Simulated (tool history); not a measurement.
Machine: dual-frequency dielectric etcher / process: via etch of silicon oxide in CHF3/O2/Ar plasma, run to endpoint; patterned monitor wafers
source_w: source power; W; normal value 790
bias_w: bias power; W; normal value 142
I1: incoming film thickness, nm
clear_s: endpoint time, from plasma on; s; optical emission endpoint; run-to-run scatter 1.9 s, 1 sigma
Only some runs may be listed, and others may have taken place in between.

run 1 hour=0 | source_w=710 bias_w=142 | I1=486.1 | clear_s=233
run 2 hour=73.8 | source_w=710 bias_w=142 | I1=478.8 | clear_s=228.2
run 3 hour=111.7 | source_w=790 bias_w=142 | I1=480.6 | clear_s=220.1
run 4 hour=172.6 | source_w=900 bias_w=142 | I1=485.6 | clear_s=214.7
run 5 hour=221.3 | source_w=900 bias_w=142 | I1=483.2 | clear_s=213.4
run 6 hour=269.9 | source_w=900 bias_w=142 | I1=485.4 | clear_s=210.5
run 7 hour=302.4 | source_w=790 bias_w=123 | I1=487.6 | clear_s=236.6
run 8 hour=354.4 | source_w=790 bias_w=142 | I1=492.9 | clear_s=228.9
run 9 hour=412 | source_w=790 bias_w=132 | I1=487.8 | clear_s=229.7
run 10 hour=467.5 | source_w=790 bias_w=132 | I1=481.3 | clear_s=226.3
run 11 hour=557.2 | source_w=670 bias_w=112 | I1=484.4 | clear_s=253.2
run 12 hour=662.7 | source_w=900 bias_w=142 | I1=487.9 | clear_s=217.4
run 13 hour=700 | source_w=930 bias_w=113 | I1=481.1 | clear_s=216.7
run 14 hour=761.4 | source_w=710 bias_w=109 | I1=485.9 | clear_s=250.7
run 15 hour=832.4 | source_w=790 bias_w=132 | I1=486.7 | clear_s=227.4
run 16 hour=916.8 | source_w=700 bias_w=142 | I1=485.7 | clear_s=241.2
run 17 hour=946.9 | source_w=690 bias_w=107 | I1=487.1 | clear_s=252.7
run 18 hour=983.5 | source_w=790 bias_w=117 | I1=484.5 | clear_s=234
run 19 hour=1186.7 | source_w=720 bias_w=132 | I1=483 | clear_s=237.5
run 20 hour=1215.2 | source_w=790 bias_w=142 | I1=487.9 | clear_s=227.4
run 21 hour=1259.4 | source_w=970 bias_w=107 | I1=485.4 | clear_s=214.1

Missing from the log above: 6 entries noted between runs. For each, name the pair of listed runs it sits between and say how the tool's hidden condition differs from the listed run just before to the listed run just after:
Runs 1 to 2: wet clean of the chamber (hour 73.3)
  nothing in the hidden state changes from one run to the other
Runs 9 to 10: wet clean of the chamber (hour 467)
  nothing in the hidden state changes from one run to the other
Runs 13 to 14: source power generator calibrated (hour 760.1)
  nothing in the hidden state changes from one run to the other
Runs 15 to 16: upper electrode replaced (hour 891.3); wet clean of the chamber (hour 916.3)
  nothing in the hidden state changes from one run to the other
Runs 17 to 18: bias power generator calibrated (hour 973.1)
  nothing in the hidden state changes from one run to the other
